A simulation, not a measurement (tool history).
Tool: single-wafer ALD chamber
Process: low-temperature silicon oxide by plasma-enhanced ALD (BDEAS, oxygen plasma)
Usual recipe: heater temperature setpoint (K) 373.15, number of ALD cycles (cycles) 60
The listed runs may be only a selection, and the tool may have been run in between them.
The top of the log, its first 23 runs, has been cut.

run,hour,heater temperature setpoint (K),number of ALD cycles (cycles),"read-back reference wafer on the same gauge, thickness_nm",mean film thickness on the monitor wafer (Å)
24,528.5,360.15,65,10.782,103.49
25,542.5,373.15,60,10.777,92.39
26,576.5,377.15,71,10.785,108.75
27,608.6,382.15,60,10.777,90.98
# hour 636.7: thermocouple changed; heater temperature recalibrated, repeated, since the last time left the tool worse
28,637.2,386.15,63,10.78,96.12
# hour 665.4: gauge calibrated
29,668,377.15,71,10.776,110.3
30,690.3,373.15,60,10.78,93.67
31,718.3,383.15,63,10.785,96.52
32,752.3,373.15,60,10.778,93.28
33,774,367.15,72,10.779,113.68
34,786.2,377.15,71,10.785,109.54
35,882.2,379.15,68,10.783,104.99
36,905,373.15,69,10.78,107.04
37,929,373.15,60,10.784,93.01
38,964.3,382.15,51,10.779,78.29
39,992,384.15,60,10.781,91.41
40,1007.6,377.15,66,10.778,101.79
41,1037,383.15,51,10.776,77.87
42,1050.1,386.15,53,10.782,80.48

3 ways to go on from here, each from the tool as it stands after run 42. What would each give?
A,1050.6,362.15,60,?,?
B,1050.6,384.15,51,?,?
C,1050.6,366.15,56,?,?

run,"read-back reference wafer on the same gauge, thickness_nm",mean film thickness on the monitor wafer (Å)
A,10.781,96.03
B,10.781,77.76
C,10.781,88.52
With the hidden condition removed and each run's random variation left untouched, the same runs would have given:
run,mean film thickness on the monitor wafer (Å)
A,96.74
B,78.07
C,89.18
